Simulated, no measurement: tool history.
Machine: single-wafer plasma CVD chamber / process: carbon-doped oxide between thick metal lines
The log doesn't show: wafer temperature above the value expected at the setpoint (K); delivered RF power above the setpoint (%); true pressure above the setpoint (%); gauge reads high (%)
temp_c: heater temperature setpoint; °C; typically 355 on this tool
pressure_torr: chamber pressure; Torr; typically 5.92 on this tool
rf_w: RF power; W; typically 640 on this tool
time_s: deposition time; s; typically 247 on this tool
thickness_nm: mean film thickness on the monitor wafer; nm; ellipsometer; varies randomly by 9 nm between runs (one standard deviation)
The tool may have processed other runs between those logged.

run	day	temp_c	pressure_torr	rf_w	time_s	wafers since the last listed run	hours since the last thermocouple change	hours since the last RF generator calibration	hours since the last manometer calibration	hours since the showerhead was replaced	hours since the gauge calibration	read-back reference wafer on the same gauge, thickness_nm	thickness_nm
1	0.000	355	5.92	640	247	0	1782.9	235.6	489.6	3948.8	1289.8	1472.939	1494.259
2	2.929	355	5.92	640	247	645	1853.2	305.9	559.9	4019.1	1360.1	1469.063	1501.211
3	4.738	355	5.92	640	247	398	1896.6	349.3	603.3	4062.5	1403.5	1469.515	1505.834
4	7.571	355	5.92	640	247	624	1964.6	417.3	671.3	4130.5	1471.5	1472.292	1492.617
5	10.467	355	5.92	640	247	638	2034.1	486.8	740.8	4200.0	1541.0	1471.253	1479.669
6	13.138	350	5.92	640	247	588	2098.2	550.9	804.9	4264.1	1605.1	1468.348	1501.072
7	15.142	350	5.92	640	247	441	2146.3	599.0	853.0	4312.2	1653.2	1468.117	1483.727
8	17.779	355	5.92	640	276	581	2209.6	662.3	916.3	4375.5	1716.5	1468.686	1652.359
9	19.712	363	4.86	640	247	426	2256.0	708.7	962.7	4421.9	1762.9	1469.565	1420.910
# day 20.388: gauge calibrated
10	20.829	363	4.86	640	247	246	2282.8	735.5	989.5	4448.7	10.6	1469.529	1409.491
11	23.233	363	4.86	640	247	530	2340.5	793.2	1047.2	4506.4	68.3	1468.038	1406.341
12	24.888	355	5.92	640	274	364	2380.2	832.9	1086.9	4546.1	108.0	1470.551	1626.189
13	27.750	355	5.92	640	247	631	2448.9	901.6	1155.6	4614.8	176.7	1471.239	1481.473
14	30.654	362	5.22	585	247	640	2518.6	971.3	1225.3	4684.5	246.4	1471.481	1391.526
15	32.858	362	5.33	530	286	485	2571.5	1024.2	1278.2	4737.4	299.3	1470.956	1532.468
16	34.504	355	5.92	590	247	362	2611.0	1063.7	1317.7	4776.9	338.8	1470.084	1417.763
# day 35.038: thermocouple changed; heater temperature recalibrated
# day 35.846: capacitance manometer re-zeroed and calibrated
17	36.388	362	6.43	640	247	268	32.4	1108.9	13.0	4822.1	384.0	1469.279	1456.850
18	37.467	355	4.96	640	265	237	58.3	1134.8	38.9	4848.0	409.9	1469.833	1545.815
19	39.279	355	6.83	755	217	399	101.8	1178.3	82.4	4891.5	453.4	1464.669	1412.056
# day 40.033: showerhead replaced
20	41.683	344	7.06	715	202	456	159.5	1236.0	140.1	39.6	511.1	1467.895	1310.259
21	43.200	355	5.92	640	247	334	195.9	1272.4	176.5	76.0	547.5	1470.481	1490.771
# day 44.583: RF generator calibrated
22	45.908	355	5.92	640	247	523	260.9	31.8	241.5	141.0	612.5	1474.521	1507.963
23	48.038	355	5.92	640	247	469	312.0	82.9	292.6	192.1	663.6	1473.494	1513.343
24	50.596	359	5.92	730	247	564	373.4	144.3	354.0	253.5	725.0	1471.049	1570.401
25	52.408	348	4.48	720	230	399	416.9	187.8	397.5	297.0	768.5	1471.303	1453.556
26	53.875	360	5.92	640	247	323	452.1	223.0	432.7	332.2	803.7	1471.500	1478.694
27	55.967	355	5.92	555	209	461	502.3	273.2	482.9	382.4	853.9	1468.241	1196.399
28	57.667	359	5.92	515	288	374	543.1	314.0	523.7	423.2	894.7	1467.714	1581.454
29	60.421	343	5.37	575	247	607	609.2	380.1	589.8	489.3	960.8	1467.605	1472.513

Consider 3 possible next runs. They are alternatives, not a sequence: every one starts from the tool as it was left by run 29. What does each give?
A	60.442	341	5.92	640	247	4	609.7	380.6	590.3	489.8	961.3	?	?
B	60.442	367	4.52	720	247	4	609.7	380.6	590.3	489.8	961.3	?	?
C	60.442	347	5.92	725	211	4	609.7	380.6	590.3	489.8	961.3	?	?

run	read-back reference wafer on the same gauge, thickness_nm	thickness_nm
A	1471.833	1572.913
B	1471.833	1501.344
C	1471.833	1393.679
Without the tool's unlogged condition, the same runs would have read:
run	thickness_nm
A	1607.842
B	1533.725
C	1423.737

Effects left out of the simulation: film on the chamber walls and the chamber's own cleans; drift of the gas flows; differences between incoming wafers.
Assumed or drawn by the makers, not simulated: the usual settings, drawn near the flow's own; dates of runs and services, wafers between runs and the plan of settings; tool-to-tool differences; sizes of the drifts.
